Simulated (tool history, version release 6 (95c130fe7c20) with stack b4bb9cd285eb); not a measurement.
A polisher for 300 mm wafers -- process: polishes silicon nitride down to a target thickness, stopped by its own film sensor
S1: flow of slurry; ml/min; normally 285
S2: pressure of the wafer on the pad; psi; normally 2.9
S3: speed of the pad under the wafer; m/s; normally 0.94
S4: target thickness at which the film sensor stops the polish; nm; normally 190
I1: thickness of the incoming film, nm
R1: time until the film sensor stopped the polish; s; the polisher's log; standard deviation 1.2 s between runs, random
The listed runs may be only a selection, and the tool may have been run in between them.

run	day	S1	S2	S3	S4	I1	R1
1	0	285	2.9	0.94	190	330.7	113.5
# day 0.646: worn pad replaced by a new one
2	1.562	285	2.9	1.08	190	325.7	96.2
3	4.388	285	2.9	1.08	190	335.4	107.3
# day 6.396: worn pad replaced by a new one
4	6.529	285	2.9	0.94	190	332.7	120.8
5	8.7	285	2.9	0.94	190	332.1	119.6
6	10.042	285	2.9	0.94	190	335	121.9
# day 10.688: head pressure recalibrated
7	12.288	285	2.9	0.94	190	336.9	112.7
# day 13.367: worn pad replaced by a new one
8	14.746	255	2.9	0.94	190	331	110.5
9	16.408	285	2.9	0.94	190	327.1	106.2
10	19.229	285	2.5	0.94	209	334.8	115.4
# day 20.292: worn pad replaced by a new one
11	20.504	285	2.9	0.94	190	331.9	113.9
# day 22.442: slurry nozzle cleaned
12	22.821	335	2.9	0.94	156	327.4	135.2
13	24.792	245	2.1	0.94	154	329.8	197.9
# day 26.175: worn pad replaced by a new one
14	26.788	285	2.9	0.94	209	329.8	97.6
15	28.133	285	2.9	0.94	167	328.3	132.1

Each row is a separate what-if for the run after 15, all from the same tool condition, not one after another. Results?
A	28.154	285	2.9	0.94	190	324.5	?
B	28.154	310	3.9	0.94	147	324.5	?
C	28.154	330	2.2	0.94	190	324.5	?

run	R1
A	111.3
B	108.3
C	144.7
With the hidden condition removed and each run's random variation left untouched, the same runs would have given:
run	R1
A	100.1
B	97.4
C	130.1
